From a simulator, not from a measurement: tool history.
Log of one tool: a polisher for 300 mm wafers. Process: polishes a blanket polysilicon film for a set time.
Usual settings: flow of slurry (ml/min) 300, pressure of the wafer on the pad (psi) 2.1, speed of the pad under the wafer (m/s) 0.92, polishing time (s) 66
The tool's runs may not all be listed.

| run | hour | flow of slurry (ml/min) | pressure of the wafer on the pad (psi) | speed of the pad under the wafer (m/s) | polishing time (s) | wafers since the last listed run | wafers polished on this pad | hours since the slurry nozzle was cleaned | hours since the head pressure was calibrated | incoming thickness of the incoming film, nm | film removed (angstrom) |
|---|---|---|---|---|---|---|---|---|---|---|---|
| 1 | 0.0 | 300 | 2.1 | 0.92 | 66 | 0 | 1109 | 310.0 | 1170.5 | 2278.9 | 2949 |
| 2 | 8.5 | 300 | 2.1 | 0.92 | 66 | 80 | 1190 | 318.5 | 1179.0 | 2240.4 | 2935 |
| 3 | 25.6 | 300 | 2.1 | 0.92 | 66 | 162 | 1352 | 335.6 | 1196.1 | 2255.9 | 2971 |
|  | 29.8 | worn pad replaced by a new one |
| 4 | 43.5 | 300 | 2.1 | 0.72 | 66 | 132 | 129 | 353.5 | 1214.0 | 2274.6 | 2656 |
| 5 | 57.9 | 300 | 2.1 | 0.72 | 66 | 136 | 266 | 367.9 | 1228.4 | 2281.6 | 2566 |
| 6 | 69.0 | 300 | 2.1 | 0.92 | 66 | 105 | 372 | 379.0 | 1239.5 | 2280.4 | 3082 |
| 7 | 78.2 | 300 | 2.1 | 0.92 | 66 | 87 | 459 | 388.2 | 1248.7 | 2293.6 | 3050 |
| 8 | 92.7 | 300 | 2.1 | 0.92 | 71 | 137 | 597 | 402.7 | 1263.2 | 2251.5 | 3291 |
| 9 | 107.0 | 300 | 2.1 | 0.92 | 71 | 135 | 733 | 417.0 | 1277.5 | 2275.1 | 3251 |
| 10 | 114.5 | 300 | 2.1 | 0.92 | 66 | 71 | 804 | 424.5 | 1285.0 | 2253.9 | 3069 |
| 11 | 125.6 | 300 | 2.1 | 0.92 | 66 | 105 | 909 | 435.6 | 1296.1 | 2298.4 | 3002 |
| 12 | 137.1 | 300 | 2.1 | 0.92 | 66 | 109 | 1019 | 447.1 | 1307.6 | 2267.7 | 2981 |
| 13 | 150.9 | 300 | 2.1 | 0.92 | 66 | 131 | 1150 | 460.9 | 1321.4 | 2267.6 | 2982 |
| 14 | 163.6 | 300 | 2.1 | 0.92 | 66 | 120 | 1270 | 473.6 | 1334.1 | 2280.8 | 3032 |
| 15 | 178.1 | 325 | 2.1 | 0.92 | 66 | 137 | 1408 | 488.1 | 1348.6 | 2285.5 | 2965 |
|  | 182.4 | worn pad replaced by a new one |
| 16 | 184.7 | 325 | 2.1 | 0.92 | 66 | 24 | 21 | 494.7 | 1355.2 | 2304.3 | 3221 |
| 17 | 196.9 | 300 | 2.1 | 0.92 | 83 | 115 | 137 | 506.9 | 1367.4 | 2254.3 | 3984 |
|  | 201.4 | slurry nozzle cleaned |
| 18 | 204.0 | 300 | 2.1 | 0.92 | 83 | 57 | 195 | 2.6 | 1374.5 | 2296.8 | 3897 |
| 19 | 212.1 | 300 | 2.1 | 0.92 | 66 | 76 | 272 | 10.7 | 1382.6 | 2285.4 | 3053 |
| 20 | 218.4 | 300 | 2.1 | 0.92 | 66 | 59 | 332 | 17.0 | 1388.9 | 2290.0 | 3050 |
| 21 | 232.3 | 275 | 2.1 | 1.22 | 66 | 132 | 464 | 30.9 | 1402.8 | 2253.6 | 3764 |
| 22 | 241.7 | 300 | 2.7 | 0.92 | 66 | 89 | 553 | 40.3 | 1412.2 | 2281.8 | 3854 |
| 23 | 249.7 | 345 | 2.1 | 1.22 | 66 | 75 | 629 | 48.3 | 1420.2 | 2315.7 | 3794 |
| 24 | 260.1 | 300 | 2.7 | 0.68 | 58 | 98 | 728 | 58.7 | 1430.6 | 2265.3 | 2727 |
| 25 | 267.3 | 300 | 2.1 | 0.92 | 66 | 68 | 797 | 65.9 | 1437.8 | 2250.0 | 3040 |
| 26 | 273.9 | 325 | 2.1 | 0.92 | 66 | 62 | 859 | 72.5 | 1444.4 | 2259.9 | 2969 |
|  | 281.9 | head pressure recalibrated |
| 27 | 282.4 | 365 | 1.9 | 0.92 | 66 | 61 | 921 | 81.0 | 0.5 | 2302.9 | 2740 |
|  | 314.4 | worn pad replaced by a new one |
| 28 | 324.6 | 300 | 1.6 | 0.92 | 78 | 362 | 97 | 123.2 | 42.7 | 2266.7 | 2824 |
| 29 | 330.6 | 300 | 1.6 | 0.92 | 78 | 56 | 154 | 129.2 | 48.7 | 2297.7 | 2768 |
| 30 | 342.5 | 365 | 2.1 | 1.10 | 45 | 113 | 267 | 141.1 | 60.6 | 2279.3 | 2501 |
| 31 | 356.6 | 215 | 2.1 | 0.92 | 66 | 133 | 401 | 155.2 | 74.7 | 2286.4 | 3015 |
| 32 | 406.4 | 275 | 1.6 | 1.04 | 66 | 473 | 874 | 205.0 | 124.5 | 2249.7 | 2503 |
| 33 | 419.6 | 235 | 1.6 | 0.92 | 66 | 125 | 999 | 218.2 | 137.7 | 2281.0 | 2237 |
| 34 | 431.6 | 300 | 2.1 | 0.92 | 66 | 113 | 1113 | 230.2 | 149.7 | 2274.6 | 2964 |
| 35 | 438.5 | 300 | 1.7 | 0.92 | 66 | 65 | 1179 | 237.1 | 156.6 | 2273.5 | 2435 |
| 36 | 449.7 | 300 | 2.1 | 1.10 | 55 | 106 | 1285 | 248.3 | 167.8 | 2286.1 | 2863 |

4 ways to go on from here, each from the tool as it stands after run 36. What would each give?
| A | 450.1 | 300 | 2.1 | 0.92 | 66 | 3 | 1289 | 248.7 | 168.2 | 2266.2 | ? |
| B | 450.1 | 300 | 1.7 | 0.62 | 66 | 3 | 1289 | 248.7 | 168.2 | 2266.2 | ? |
| C | 450.1 | 300 | 2.4 | 1.02 | 66 | 3 | 1289 | 248.7 | 168.2 | 2266.2 | ? |
| D | 450.1 | 300 | 2.1 | 1.08 | 66 | 3 | 1289 | 248.7 | 168.2 | 2266.2 | ? |

| run | film removed (angstrom) |
|---|---|
| A | 3007 |
| B | 1823 |
| C | 3724 |
| D | 3410 |
With no hidden state in the tool, these same runs would have given:
| run | film removed (angstrom) |
|---|---|
| A | 3198 |
| B | 1939 |
| C | 3961 |
| D | 3626 |
